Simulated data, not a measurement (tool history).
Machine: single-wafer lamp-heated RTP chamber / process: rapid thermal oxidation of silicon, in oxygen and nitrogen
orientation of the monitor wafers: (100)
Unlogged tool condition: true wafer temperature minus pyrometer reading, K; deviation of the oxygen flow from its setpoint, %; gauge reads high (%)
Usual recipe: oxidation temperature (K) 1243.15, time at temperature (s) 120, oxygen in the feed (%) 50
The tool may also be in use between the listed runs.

| run | hour | oxidation temperature (K) | time at temperature (s) | oxygen in the feed (%) | wafers since the last listed run | wafers since the last pyrometer calibration | hours since the oxygen flow controller was replaced | hours since the gauge calibration | read-back reference wafer on the same gauge, thickness | oxide thickness on the monitor wafer (angstrom) |
|---|---|---|---|---|---|---|---|---|---|---|
| 1 | 0 | 1243.15 | 120 | 34 | 0 | 2658 | 6459.2 | 650.6 | 4.869 | 44.4 |
| 2 | 40.1 | 1243.15 | 120 | 34 | 588 | 3247 | 6499.3 | 690.7 | 4.869 | 44.57 |
|  | 64.6 | pyrometer window cleaned and pyrometer calibrated |
| 3 | 84 | 1243.15 | 83 | 50 | 526 | 284 | 6543.2 | 734.6 | 4.868 | 42.63 |
| 4 | 111.4 | 1243.15 | 83 | 50 | 402 | 686 | 6570.6 | 762 | 4.869 | 42.65 |
| 5 | 170.8 | 1243.15 | 142 | 50 | 871 | 1558 | 6630 | 821.4 | 4.87 | 53.73 |
| 6 | 205.9 | 1243.15 | 142 | 50 | 515 | 2073 | 6665.1 | 856.5 | 4.87 | 54.04 |
|  | 272.7 | pyrometer window cleaned and pyrometer calibrated |
| 7 | 273.2 | 1243.15 | 142 | 50 | 870 | 7 | 6732.4 | 923.8 | 4.868 | 53.66 |
| 8 | 301.6 | 1243.15 | 120 | 50 | 416 | 424 | 6760.8 | 952.2 | 4.872 | 49.71 |
| 9 | 335.5 | 1243.15 | 120 | 50 | 497 | 921 | 6794.7 | 986.1 | 4.87 | 49.81 |
| 10 | 404.3 | 1243.15 | 120 | 50 | 1009 | 1931 | 6863.5 | 1054.9 | 4.871 | 49.89 |
| 11 | 440 | 1226.15 | 120 | 50 | 523 | 2455 | 6899.2 | 1090.6 | 4.87 | 44.32 |
|  | 471.3 | gauge calibrated |
|  | 488.6 | pyrometer window cleaned and pyrometer calibrated |
| 12 | 489.1 | 1226.15 | 120 | 50 | 603 | 7 | 6948.3 | 17.8 | 4.868 | 43.99 |
| 13 | 524.4 | 1243.15 | 120 | 60 | 518 | 525 | 6983.6 | 53.1 | 4.872 | 52.79 |
| 14 | 552.6 | 1218.15 | 78 | 70 | 413 | 939 | 7011.8 | 81.3 | 4.869 | 38.77 |
| 15 | 610.2 | 1254.15 | 70 | 61 | 845 | 1784 | 7069.4 | 138.9 | 4.869 | 45.91 |
| 16 | 662.5 | 1228.15 | 164 | 40 | 767 | 2552 | 7121.7 | 191.2 | 4.872 | 47.81 |
| 17 | 688 | 1214.15 | 120 | 50 | 374 | 2926 | 7147.2 | 216.7 | 4.87 | 40.96 |
|  | 716.7 | oxygen flow controller replaced |
|  | 720.7 | pyrometer window cleaned and pyrometer calibrated |
| 18 | 724.8 | 1243.15 | 120 | 50 | 363 | 59 | 8.1 | 253.5 | 4.871 | 49.64 |
| 19 | 864.8 | 1243.15 | 120 | 29 | 2054 | 2114 | 148.1 | 393.5 | 4.869 | 42.13 |
| 20 | 898.5 | 1261.15 | 174 | 40 | 494 | 2608 | 181.8 | 427.2 | 4.867 | 62.6 |
| 21 | 926.5 | 1216.15 | 79 | 50 | 410 | 3019 | 209.8 | 455.2 | 4.869 | 35.46 |
|  | 959.3 | pyrometer window cleaned and pyrometer calibrated |
| 22 | 980.6 | 1220.15 | 178 | 42 | 676 | 312 | 263.9 | 509.3 | 4.868 | 47.01 |
| 23 | 1015.8 | 1243.15 | 95 | 50 | 516 | 829 | 299.1 | 544.5 | 4.872 | 45.16 |
| 24 | 1071.2 | 1243.15 | 120 | 50 | 813 | 1642 | 354.5 | 599.9 | 4.869 | 49.99 |

Forecast each of these 5 alternatives for the next run:
| A | 1071.6 | 1243.15 | 120 | 50 | 5 | 1648 | 354.9 | 600.3 | ? | ? |
| B | 1071.6 | 1226.15 | 85 | 73 | 5 | 1648 | 354.9 | 600.3 | ? | ? |
| C | 1071.6 | 1264.15 | 120 | 28 | 5 | 1648 | 354.9 | 600.3 | ? | ? |
| D | 1071.6 | 1243.15 | 159 | 50 | 5 | 1648 | 354.9 | 600.3 | ? | ? |
| E | 1071.6 | 1226.15 | 97 | 76 | 5 | 1648 | 354.9 | 600.3 | ? | ? |

| run | read-back reference wafer on the same gauge, thickness | oxide thickness on the monitor wafer (angstrom) |
|---|---|---|
| A | 4.869 | 49.97 |
| B | 4.869 | 43.16 |
| C | 4.869 | 47.94 |
| D | 4.869 | 56.52 |
| E | 4.869 | 46.21 |
Without the tool's unlogged condition, the same runs would have read:
| run | oxide thickness on the monitor wafer (angstrom) |
|---|---|
| A | 49.62 |
| B | 42.87 |
| C | 47.63 |
| D | 56.12 |
| E | 45.89 |
